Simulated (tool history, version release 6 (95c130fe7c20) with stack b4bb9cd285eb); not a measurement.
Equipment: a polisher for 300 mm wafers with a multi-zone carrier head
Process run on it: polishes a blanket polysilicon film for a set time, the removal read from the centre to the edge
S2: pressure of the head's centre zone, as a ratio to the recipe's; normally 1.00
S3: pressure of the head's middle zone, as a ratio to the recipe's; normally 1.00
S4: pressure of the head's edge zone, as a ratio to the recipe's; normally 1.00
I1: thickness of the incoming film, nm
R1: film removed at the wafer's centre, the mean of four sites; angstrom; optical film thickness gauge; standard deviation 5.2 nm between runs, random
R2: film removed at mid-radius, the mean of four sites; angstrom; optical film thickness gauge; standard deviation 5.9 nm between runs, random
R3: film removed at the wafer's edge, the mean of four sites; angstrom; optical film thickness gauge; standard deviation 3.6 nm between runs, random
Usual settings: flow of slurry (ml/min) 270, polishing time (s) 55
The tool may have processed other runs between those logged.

run 1 hour=0.0 | flow_of_slurry_(ml/min)=270 S2=1.00 S3=1.00 S4=1.00 polishing_time_(s)=55 | I1=1139.0 | R1=4512 R2=4565 R3=4604
run 2 hour=17.2 | flow_of_slurry_(ml/min)=270 S2=1.00 S3=1.00 S4=1.00 polishing_time_(s)=68 | I1=1133.4 | R1=5424 R2=5493 R3=5557
run 3 hour=47.2 | flow_of_slurry_(ml/min)=270 S2=1.00 S3=1.00 S4=1.00 polishing_time_(s)=68 | I1=1159.3 | R1=5362 R2=5215 R3=5378
run 4 hour=68.9 | flow_of_slurry_(ml/min)=270 S2=1.00 S3=1.00 S4=1.00 polishing_time_(s)=68 | I1=1148.6 | R1=5861 R2=5894 R3=5904
run 5 hour=88.2 | flow_of_slurry_(ml/min)=270 S2=1.00 S3=1.00 S4=1.00 polishing_time_(s)=55 | I1=1118.3 | R1=4720 R2=4835 R3=4802
run 6 hour=183.3 | flow_of_slurry_(ml/min)=270 S2=1.00 S3=1.00 S4=1.00 polishing_time_(s)=55 | I1=1155.5 | R1=4487 R2=4458 R3=4517
run 7 hour=207.2 | flow_of_slurry_(ml/min)=270 S2=1.00 S3=1.00 S4=1.00 polishing_time_(s)=55 | I1=1118.4 | R1=4335 R2=4429 R3=4341
run 8 hour=222.5 | flow_of_slurry_(ml/min)=270 S2=1.00 S3=1.00 S4=1.00 polishing_time_(s)=55 | I1=1150.3 | R1=4278 R2=4278 R3=4233
run 9 hour=318.6 | flow_of_slurry_(ml/min)=270 S2=1.00 S3=1.00 S4=1.00 polishing_time_(s)=55 | I1=1132.1 | R1=4581 R2=4596 R3=4679
run 10 hour=341.0 | flow_of_slurry_(ml/min)=270 S2=1.00 S3=1.00 S4=1.00 polishing_time_(s)=55 | I1=1136.8 | R1=4551 R2=4472 R3=4531
run 11 hour=361.9 | flow_of_slurry_(ml/min)=195 S2=1.12 S3=1.00 S4=1.00 polishing_time_(s)=55 | I1=1134.1 | R1=4725 R2=4197 R3=4396
run 12 hour=377.7 | flow_of_slurry_(ml/min)=345 S2=1.00 S3=0.91 S4=1.10 polishing_time_(s)=39 | I1=1130.2 | R1=3458 R2=3167 R3=3616
run 13 hour=407.0 | flow_of_slurry_(ml/min)=340 S2=1.00 S3=1.00 S4=0.92 polishing_time_(s)=55 | I1=1136.2 | R1=4862 R2=4952 R3=4615
run 14 hour=436.1 | flow_of_slurry_(ml/min)=240 S2=0.93 S3=1.04 S4=1.00 polishing_time_(s)=38 | I1=1162.8 | R1=2863 R2=3271 R3=3228
run 15 hour=458.4 | flow_of_slurry_(ml/min)=175 S2=1.04 S3=1.07 S4=1.00 polishing_time_(s)=55 | I1=1149.5 | R1=4414 R2=4526 R3=4383
run 16 hour=478.6 | flow_of_slurry_(ml/min)=270 S2=1.00 S3=1.00 S4=1.00 polishing_time_(s)=55 | I1=1138.4 | R1=4462 R2=4515 R3=4573
run 17 hour=507.0 | flow_of_slurry_(ml/min)=360 S2=1.10 S3=1.00 S4=1.04 polishing_time_(s)=55 | I1=1150.7 | R1=5317 R2=4901 R3=4907
run 18 hour=534.7 | flow_of_slurry_(ml/min)=270 S2=1.00 S3=1.00 S4=0.94 polishing_time_(s)=66 | I1=1143.4 | R1=5569 R2=5668 R3=5524
run 19 hour=549.6 | flow_of_slurry_(ml/min)=270 S2=1.00 S3=1.00 S4=1.10 polishing_time_(s)=55 | I1=1123.7 | R1=4731 R2=4749 R3=4987
run 20 hour=580.7 | flow_of_slurry_(ml/min)=270 S2=1.00 S3=1.00 S4=1.00 polishing_time_(s)=55 | I1=1127.5 | R1=4611 R2=4572 R3=4611
run 21 hour=593.2 | flow_of_slurry_(ml/min)=180 S2=1.07 S3=1.00 S4=1.00 polishing_time_(s)=55 | I1=1139.6 | R1=4652 R2=4362 R3=4388

Removed from this log: 8 entries logged between the listed runs. Between which two listed runs does each belong, and how does the tool's hidden state at the listed run before it compare with that at the listed run after it?
Run 3 -> run 4: worn pad replaced by a new one (hour 68.4)
  removal rate lost through wear of the pad, %: 10.1 -> 0.386
  measured less the result without the state, R1: -606 -> -22 angstrom; R2: -589 -> -23 angstrom; R3: -607 -> -23 angstrom
Run 5 -> run 6: carrier head's membrane replaced by a new one (hour 162.5)
  removal rate lost through wear of the pad, %: 0.569 -> 6.57
  measured less the result without the state, R1: -28 -> -316 angstrom; R2: -28 -> -313 angstrom; R3: -27 -> -318 angstrom
Run 8 -> run 9: edge zone pressure recalibrated (hour 229.1); worn pad replaced by a new one (hour 233.7)
  removal rate lost through wear of the pad, %: 11.5 -> 3.46
  measured less the result without the state, R1: -556 -> -164 angstrom; R2: -557 -> -164 angstrom; R3: -551 -> -168 angstrom
Run 10 -> run 11: slurry nozzle cleaned (hour 351.1)
  removal rate lost through wear of the pad, %: 5.48 -> 7.79
  measured less the result without the state, R1: -263 -> -399 angstrom; R2: -259 -> -354 angstrom; R3: -263 -> -371 angstrom
Run 11 -> run 12: centre zone pressure recalibrated (hour 367.3); worn pad replaced by a new one (hour 373.7)
  removal rate lost through wear of the pad, %: 7.79 -> 0.984
  measured less the result without the state, R1: -399 -> -34 angstrom; R2: -354 -> -32 angstrom; R3: -371 -> -36 angstrom
Run 16 -> run 17: worn pad replaced by a new one (hour 506.5)
  removal rate lost through wear of the pad, %: 6.14 -> 1.26
  measured less the result without the state, R1: -292 -> -68 angstrom; R2: -295 -> -62 angstrom; R3: -299 -> -63 angstrom
